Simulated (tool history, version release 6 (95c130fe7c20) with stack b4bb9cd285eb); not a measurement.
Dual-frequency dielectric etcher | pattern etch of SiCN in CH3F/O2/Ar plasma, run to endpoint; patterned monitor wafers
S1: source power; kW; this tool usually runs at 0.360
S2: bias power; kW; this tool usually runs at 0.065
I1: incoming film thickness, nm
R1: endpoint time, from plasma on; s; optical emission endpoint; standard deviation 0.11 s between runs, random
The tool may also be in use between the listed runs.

run,hour,S1,S2,I1,R1
1,0.0,0.360,0.065,12.13,37.9
2,51.7,0.360,0.065,12.38,38.7
3,99.3,0.310,0.069,12.36,39.5
4,140.2,0.310,0.069,12.33,39.7
5,193.8,0.310,0.069,12.23,39.7
# hour 225.6: wet clean of the chamber
6,262.9,0.360,0.065,12.32,38.3
7,326.4,0.360,0.065,12.34,38.2
8,356.7,0.410,0.065,12.36,36.7
# hour 397.2: source power generator calibrated
9,397.7,0.360,0.076,12.35,35.6
# hour 454.1: bias power generator calibrated
10,463.3,0.360,0.076,12.27,35.6
11,488.5,0.300,0.074,12.26,38.7
# hour 571.6: wet clean of the chamber
12,572.1,0.410,0.065,12.42,36.6
13,688.7,0.410,0.075,12.14,33.4

The next listed run, before its measurement:
14,755.9,0.360,0.074,12.27,?

{"run 14": {"R1": 35.8}}
Had the tool carried no hidden state, the very same run would have given R1 35.3 s.
